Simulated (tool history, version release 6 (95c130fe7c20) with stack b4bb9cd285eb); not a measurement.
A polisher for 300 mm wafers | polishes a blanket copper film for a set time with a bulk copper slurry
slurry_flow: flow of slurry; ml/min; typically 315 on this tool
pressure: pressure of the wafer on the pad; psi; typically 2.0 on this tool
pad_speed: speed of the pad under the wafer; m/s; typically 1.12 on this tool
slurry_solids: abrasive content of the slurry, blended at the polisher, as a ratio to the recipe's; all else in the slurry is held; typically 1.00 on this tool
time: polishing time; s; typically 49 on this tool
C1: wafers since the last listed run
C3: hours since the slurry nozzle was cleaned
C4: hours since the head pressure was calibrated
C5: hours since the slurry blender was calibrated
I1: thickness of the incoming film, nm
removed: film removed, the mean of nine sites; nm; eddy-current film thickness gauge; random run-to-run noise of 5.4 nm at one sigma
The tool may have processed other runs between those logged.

run 1 day=0.000 | slurry_flow=315 pressure=2.0 pad_speed=1.12 slurry_solids=1.00 time=58 | C1=0 wafers_polished_on_this_pad=5219 C3=445.2 C4=196.0 C5=243.6 | I1=4250.5 | removed=502.6
-- day=1.292 worn pad replaced by a new one
run 2 day=3.133 | slurry_flow=315 pressure=2.0 pad_speed=1.12 slurry_solids=1.00 time=58 | C1=647 wafers_polished_on_this_pad=401 C3=520.4 C4=271.2 C5=318.8 | I1=4200.9 | removed=488.9
run 3 day=4.950 | slurry_flow=315 pressure=2.0 pad_speed=1.12 slurry_solids=1.00 time=58 | C1=396 wafers_polished_on_this_pad=798 C3=564.0 C4=314.8 C5=362.4 | I1=4207.0 | removed=495.0
run 4 day=7.608 | slurry_flow=315 pressure=2.0 pad_speed=1.12 slurry_solids=1.00 time=45 | C1=580 wafers_polished_on_this_pad=1379 C3=627.8 C4=378.6 C5=426.2 | I1=4227.1 | removed=376.0
-- day=8.242 slurry nozzle cleaned
run 5 day=11.450 | slurry_flow=315 pressure=2.0 pad_speed=1.12 slurry_solids=1.00 time=45 | C1=829 wafers_polished_on_this_pad=2209 C3=77.0 C4=470.8 C5=518.4 | I1=4220.3 | removed=394.3
run 6 day=13.079 | slurry_flow=315 pressure=2.0 pad_speed=1.12 slurry_solids=1.00 time=45 | C1=355 wafers_polished_on_this_pad=2565 C3=116.1 C4=509.9 C5=557.5 | I1=4268.1 | removed=394.8
run 7 day=15.038 | slurry_flow=315 pressure=2.0 pad_speed=1.12 slurry_solids=1.00 time=49 | C1=427 wafers_polished_on_this_pad=2992 C3=163.1 C4=556.9 C5=604.5 | I1=4204.6 | removed=438.4
-- day=16.083 slurry blender recalibrated
run 8 day=16.562 | slurry_flow=315 pressure=2.0 pad_speed=1.12 slurry_solids=1.00 time=49 | C1=314 wafers_polished_on_this_pad=3307 C3=199.7 C4=593.5 C5=11.5 | I1=4201.8 | removed=431.3
-- day=21.258 head pressure recalibrated
run 9 day=25.608 | slurry_flow=375 pressure=2.0 pad_speed=1.40 slurry_solids=0.80 time=55 | C1=1957 wafers_polished_on_this_pad=5265 C3=416.8 C4=104.4 C5=228.6 | I1=4297.9 | removed=578.2
-- day=27.400 worn pad replaced by a new one
run 10 day=27.846 | slurry_flow=315 pressure=1.6 pad_speed=1.12 slurry_solids=0.75 time=54 | C1=452 wafers_polished_on_this_pad=97 C3=470.5 C4=158.1 C5=282.3 | I1=4261.8 | removed=354.1
run 11 day=30.254 | slurry_flow=315 pressure=2.0 pad_speed=1.12 slurry_solids=1.00 time=49 | C1=525 wafers_polished_on_this_pad=623 C3=528.3 C4=215.9 C5=340.1 | I1=4253.0 | removed=423.0
run 12 day=33.929 | slurry_flow=315 pressure=2.0 pad_speed=1.12 slurry_solids=1.00 time=49 | C1=802 wafers_polished_on_this_pad=1426 C3=616.5 C4=304.1 C5=428.3 | I1=4226.3 | removed=425.1
-- day=34.446 slurry nozzle cleaned
run 13 day=35.633 | slurry_flow=315 pressure=2.0 pad_speed=0.72 slurry_solids=1.00 time=62 | C1=363 wafers_polished_on_this_pad=1789 C3=28.5 C4=345.0 C5=469.2 | I1=4158.4 | removed=360.1
run 14 day=39.317 | slurry_flow=315 pressure=2.2 pad_speed=1.12 slurry_solids=1.20 time=49 | C1=804 wafers_polished_on_this_pad=2594 C3=116.9 C4=433.4 C5=557.6 | I1=4232.3 | removed=487.8
-- day=40.750 slurry blender recalibrated
run 15 day=43.488 | slurry_flow=315 pressure=2.0 pad_speed=1.12 slurry_solids=1.00 time=49 | C1=892 wafers_polished_on_this_pad=3486 C3=217.0 C4=533.5 C5=65.7 | I1=4274.8 | removed=429.4
run 16 day=46.400 | slurry_flow=315 pressure=2.4 pad_speed=0.84 slurry_solids=1.00 time=49 | C1=636 wafers_polished_on_this_pad=4122 C3=286.9 C4=603.4 C5=135.6 | I1=4227.7 | removed=389.2
run 17 day=48.829 | slurry_flow=315 pressure=2.0 pad_speed=1.12 slurry_solids=1.00 time=49 | C1=530 wafers_polished_on_this_pad=4653 C3=345.2 C4=661.7 C5=193.9 | I1=4290.5 | removed=412.5
-- day=49.129 worn pad replaced by a new one
-- day=50.067 head pressure recalibrated
run 18 day=51.000 | slurry_flow=420 pressure=1.4 pad_speed=1.12 slurry_solids=0.70 time=39 | C1=419 wafers_polished_on_this_pad=390 C3=397.3 C4=22.4 C5=246.0 | I1=4190.0 | removed=235.1
run 19 day=52.642 | slurry_flow=255 pressure=2.0 pad_speed=1.12 slurry_solids=1.00 time=64 | C1=358 wafers_polished_on_this_pad=748 C3=436.7 C4=61.8 C5=285.4 | I1=4249.7 | removed=532.5
run 20 day=56.167 | slurry_flow=315 pressure=2.0 pad_speed=1.12 slurry_solids=1.00 time=49 | C1=769 wafers_polished_on_this_pad=1518 C3=521.3 C4=146.4 C5=370.0 | I1=4249.8 | removed=416.5
run 21 day=57.846 | slurry_flow=315 pressure=2.0 pad_speed=1.12 slurry_solids=1.25 time=49 | C1=366 wafers_polished_on_this_pad=1885 C3=561.6 C4=186.7 C5=410.3 | I1=4247.0 | removed=436.4
run 22 day=60.333 | slurry_flow=315 pressure=2.0 pad_speed=1.12 slurry_solids=1.00 time=56 | C1=543 wafers_polished_on_this_pad=2428 C3=621.3 C4=246.4 C5=470.0 | I1=4197.9 | removed=475.8
-- day=61.117 slurry nozzle cleaned
run 23 day=64.717 | slurry_flow=315 pressure=2.0 pad_speed=1.12 slurry_solids=0.70 time=60 | C1=948 wafers_polished_on_this_pad=3376 C3=86.4 C4=351.6 C5=575.2 | I1=4203.6 | removed=496.5
-- day=67.996 slurry blender recalibrated
run 24 day=68.054 | slurry_flow=375 pressure=1.5 pad_speed=1.12 slurry_solids=0.80 time=49 | C1=710 wafers_polished_on_this_pad=4087 C3=166.5 C4=431.7 C5=1.4 | I1=4317.4 | removed=310.1
run 25 day=71.679 | slurry_flow=315 pressure=2.0 pad_speed=1.12 slurry_solids=1.00 time=49 | C1=791 wafers_polished_on_this_pad=4879 C3=253.5 C4=518.7 C5=88.4 | I1=4146.6 | removed=426.1
-- day=73.083 head pressure recalibrated
run 26 day=73.475 | slurry_flow=345 pressure=2.0 pad_speed=1.12 slurry_solids=1.00 time=39 | C1=374 wafers_polished_on_this_pad=5253 C3=296.6 C4=9.4 C5=131.5 | I1=4143.5 | removed=337.0
-- day=73.833 worn pad replaced by a new one
run 27 day=77.038 | slurry_flow=225 pressure=2.6 pad_speed=1.22 slurry_solids=1.10 time=49 | C1=741 wafers_polished_on_this_pad=699 C3=382.1 C4=94.9 C5=217.0 | I1=4270.7 | removed=584.2
run 28 day=78.912 | slurry_flow=315 pressure=2.0 pad_speed=1.12 slurry_solids=1.00 time=49 | C1=409 wafers_polished_on_this_pad=1109 C3=427.1 C4=139.9 C5=262.0 | I1=4257.6 | removed=424.1
run 29 day=80.775 | slurry_flow=365 pressure=2.2 pad_speed=1.34 slurry_solids=1.00 time=43 | C1=406 wafers_polished_on_this_pad=1516 C3=471.8 C4=184.6 C5=306.7 | I1=4236.3 | removed=484.4

What differs in the tool's unlogged condition from the final listed run ahead of each entry between runs to the first listed run following it?
From run 1 to run 2: worn pad replaced by a new one (day 1.292)
  slurry flow missing at the pad, %: 29.5 -> 34
  difference, measured minus the result without the unlogged condition, removed: -14.8 -> -17.6 nm
From run 4 to run 5: slurry nozzle cleaned (day 8.242)
  slurry flow missing at the pad, %: 40.4 -> 6.52
  difference, measured minus the result without the unlogged condition, removed: -17.5 -> -2.0 nm
From run 7 to run 8: slurry blender recalibrated (day 16.083)
  slurry flow missing at the pad, %: 11.6 -> 13.8
  difference, measured minus the result without the unlogged condition, removed: -4.3 -> -5.1 nm
From run 8 to run 9: head pressure recalibrated (day 21.258)
  slurry flow missing at the pad, %: 13.8 -> 26.7
  difference, measured minus the result without the unlogged condition, removed: -5.1 -> -12.9 nm
From run 9 to run 10: worn pad replaced by a new one (day 27.400)
  slurry flow missing at the pad, %: 26.7 -> 29.9
  difference, measured minus the result without the unlogged condition, removed: -12.9 -> -10.7 nm
From run 12 to run 13: slurry nozzle cleaned (day 34.446)
  slurry flow missing at the pad, %: 38.6 -> 3.49
  difference, measured minus the result without the unlogged condition, removed: -18.4 -> -1.0 nm
From run 14 to run 15: slurry blender recalibrated (day 40.750)
  slurry flow missing at the pad, %: 8.75 -> 14.7
  difference, measured minus the result without the unlogged condition, removed: -3.4 -> -5.3 nm
From run 17 to run 18: worn pad replaced by a new one (day 49.129); head pressure recalibrated (day 50.067)
  slurry flow missing at the pad, %: 22.3 -> 25.4
  difference, measured minus the result without the unlogged condition, removed: -8.5 -> -4.4 nm
From run 22 to run 23: slurry nozzle cleaned (day 61.117)
  slurry flow missing at the pad, %: 38.7 -> 6.92
  difference, measured minus the result without the unlogged condition, removed: -20.8 -> -2.8 nm
From run 23 to run 24: slurry blender recalibrated (day 67.996)
  slurry flow missing at the pad, %: 6.92 -> 11.7
  difference, measured minus the result without the unlogged condition, removed: -2.8 -> -2.6 nm
From run 25 to run 26: head pressure recalibrated (day 73.083)
  slurry flow missing at the pad, %: 16.8 -> 19.4
  difference, measured minus the result without the unlogged condition, removed: -6.3 -> -5.5 nm
From run 26 to run 27: worn pad replaced by a new one (day 73.833)
  slurry flow missing at the pad, %: 19.4 -> 24.5
  difference, measured minus the result without the unlogged condition, removed: -5.5 -> -17.8 nm
